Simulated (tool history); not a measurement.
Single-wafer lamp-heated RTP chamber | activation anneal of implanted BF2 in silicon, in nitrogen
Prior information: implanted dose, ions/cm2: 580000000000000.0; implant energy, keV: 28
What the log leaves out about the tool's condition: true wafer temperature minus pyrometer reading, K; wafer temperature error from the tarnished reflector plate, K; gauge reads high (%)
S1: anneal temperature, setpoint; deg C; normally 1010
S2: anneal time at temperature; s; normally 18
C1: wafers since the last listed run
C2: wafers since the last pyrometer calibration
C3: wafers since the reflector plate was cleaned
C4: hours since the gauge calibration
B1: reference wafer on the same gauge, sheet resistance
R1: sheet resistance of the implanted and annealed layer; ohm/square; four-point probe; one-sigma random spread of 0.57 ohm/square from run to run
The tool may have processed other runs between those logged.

run,hour,S1,S2,C1,C2,C3,C4,B1,R1
1,0,1016,18,0,121,4256,414.9,196.02,207.29
2,49.2,1010,18,663,784,4920,464.1,195.99,206.82
3,112.6,1002,24,855,1640,5775,527.5,196.05,208.38
4,171.5,1002,24,794,2434,6569,586.4,195.99,207.21
# hour 182.2: reflector plate cleaned
5,201.2,1010,18,292,2727,255,616.1,195.9,206.5
# hour 236.5: pyrometer window cleaned and pyrometer calibrated
6,239.4,1010,18,407,38,663,654.3,196.01,205.96
7,284.1,999,15,602,641,1265,699,195.89,209.25
8,321.8,1010,18,508,1149,1774,736.7,196.01,204.77
9,355.7,1010,18,457,1607,2231,770.6,195.83,205.04
10,380.6,1010,18,335,1943,2567,795.5,196.02,205.56
11,439.7,986,11,797,2740,3364,854.6,195.98,214.39
# hour 469.1: gauge calibrated
12,476.6,1010,18,497,3237,3862,7.5,196.06,205.29
# hour 515.9: pyrometer window cleaned and pyrometer calibrated, repeated, since the last time left the tool worse
13,524.1,1002,28,532,110,4395,55,195.85,208.99
14,563.7,1010,18,534,644,4929,94.6,195.74,207.44
15,620.6,1002,13,767,1411,5696,151.5,196.01,211.1
16,666.5,1010,18,619,2031,6315,197.4,195.78,207.22
# hour 703.8: reflector plate cleaned
17,733.6,989,18,797,2828,402,264.5,196.02,214.17
# hour 767: pyrometer window cleaned and pyrometer calibrated
18,946.1,993,18,2758,2415,3160,477,195.9,212.38
19,975.2,985,24,392,2807,3552,506.1,196.04,213.16
# hour 1015.2: pyrometer window cleaned and pyrometer calibrated
20,1119.5,1010,12,1838,1407,5391,650.4,195.89,209.4

For each run, the measured value with the value that run would have given without the tool's hidden condition subtracted. The run-to-run variation is shared by both, the gauge scatter possibly not:
run,R1
1,-0.27
2,-0.9
3,-1.52
4,-1.68
5,-1.42
6,-2.53
7,-4.12
8,-3.23
9,-3.35
10,-3.43
11,-7.33
12,-3.53
13,-0.31
14,-0.78
15,-1.49
16,-1.3
17,-2.5
18,-2.06
19,-2.45
20,-1.39

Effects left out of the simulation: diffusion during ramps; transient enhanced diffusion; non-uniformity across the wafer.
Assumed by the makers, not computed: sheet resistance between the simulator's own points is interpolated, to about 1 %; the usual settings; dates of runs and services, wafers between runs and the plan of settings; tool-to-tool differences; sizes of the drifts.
